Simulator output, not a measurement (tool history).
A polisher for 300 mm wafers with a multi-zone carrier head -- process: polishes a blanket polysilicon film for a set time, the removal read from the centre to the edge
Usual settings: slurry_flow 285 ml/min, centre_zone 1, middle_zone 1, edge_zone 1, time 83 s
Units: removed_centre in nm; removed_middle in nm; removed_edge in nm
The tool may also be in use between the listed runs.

run,hour,slurry_flow,centre_zone,middle_zone,edge_zone,time,wafers since the last listed run,wafers polished on this pad,hours since the slurry nozzle was cleaned,hours since the centre zone pressure was calibrated,hours since the edge zone pressure was calibrated,hours since the carrier head's membrane was replaced,"incoming thickness of the incoming film, nm",removed_centre,removed_middle,removed_edge
1,0,220,1,1.09,1,83,0,223,369.8,863,813.6,1328.2,2174.5,573.3,629.2,591.3
2,27.4,230,1,1,1,83,300,523,397.2,890.4,841,1355.6,2181.6,574.2,581.9,587.9
# hour 57: worn pad replaced by a new one
3,62.3,230,1,1,1,83,338,58,432.1,925.3,875.9,1390.5,2130.8,582.7,593.8,594.6
4,75.6,285,1,1,1,83,145,203,445.4,938.6,889.2,1403.8,2162.6,594.1,593.6,601.6
5,98,285,1,1,1,83,245,449,467.8,961,911.6,1426.2,2195.2,598.8,592.1,602.5
# hour 109.1: centre zone pressure recalibrated
6,119.3,285,1,1,1,83,211,660,489.1,10.2,932.9,1447.5,2179.3,599.8,594.9,606.3
# hour 134.3: edge zone pressure recalibrated
# hour 137.3: worn pad replaced by a new one
7,137.8,285,1,1,1,83,148,5,507.6,28.7,3.5,1466,2192.7,595,590.8,604.4
8,171.5,285,1,1,1,83,369,374,541.3,62.4,37.2,1499.7,2224.3,596,598.5,602.2
9,185,285,0.92,0.9,0.91,83,147,522,554.8,75.9,50.7,1513.2,2149.6,553.1,546.2,577.4
# hour 187.4: slurry nozzle cleaned
# hour 209: worn pad replaced by a new one
10,218.2,235,1,1,1,110,308,100,30.8,109.1,83.9,1546.4,2180.6,771.2,770.9,786.6
11,234.8,285,1.09,1,0.94,75,181,282,47.4,125.7,100.5,1563,2189.6,589.9,553.2,535.6
12,257.7,355,1,0.92,0.91,101,250,533,70.3,148.6,123.4,1585.9,2167.9,739.8,689.9,708
# hour 266.7: carrier head's membrane replaced by a new one
13,282.1,370,1,1,1,83,212,745,94.7,173,147.8,15.4,2181.4,612.8,617.3,614.3
# hour 289.2: worn pad replaced by a new one
14,294.5,285,1,1,0.92,83,91,58,107.1,185.4,160.2,27.8,2204,593,595.9,585.1
15,318.7,220,1,1.09,1,83,265,323,131.3,209.6,184.4,52,2175.9,576.5,628.9,585.3
16,334.6,285,1,1,1,83,174,497,147.2,225.5,200.3,67.9,2152.6,588.8,596.4,601.4

Here are 3 independent what-if runs from the current tool condition. What would each one return?
A,335.1,285,1,1,0.96,83,5,503,147.7,226,200.8,68.4,2212,?,?,?
B,335.1,230,1,1,0.88,83,5,503,147.7,226,200.8,68.4,2212,?,?,?
C,335.1,285,0.92,1,1,83,5,503,147.7,226,200.8,68.4,2212,?,?,?

run,removed_centre,removed_middle,removed_edge
A,589,600.8,589.5
B,571.4,584.7,554.7
C,541.5,601,601.1
Had the tool no hidden state, the same runs would have come out as:
run,removed_centre,removed_middle,removed_edge
A,589,600.8,589.5
B,571.4,584.7,554.7
C,541.5,601,601.1

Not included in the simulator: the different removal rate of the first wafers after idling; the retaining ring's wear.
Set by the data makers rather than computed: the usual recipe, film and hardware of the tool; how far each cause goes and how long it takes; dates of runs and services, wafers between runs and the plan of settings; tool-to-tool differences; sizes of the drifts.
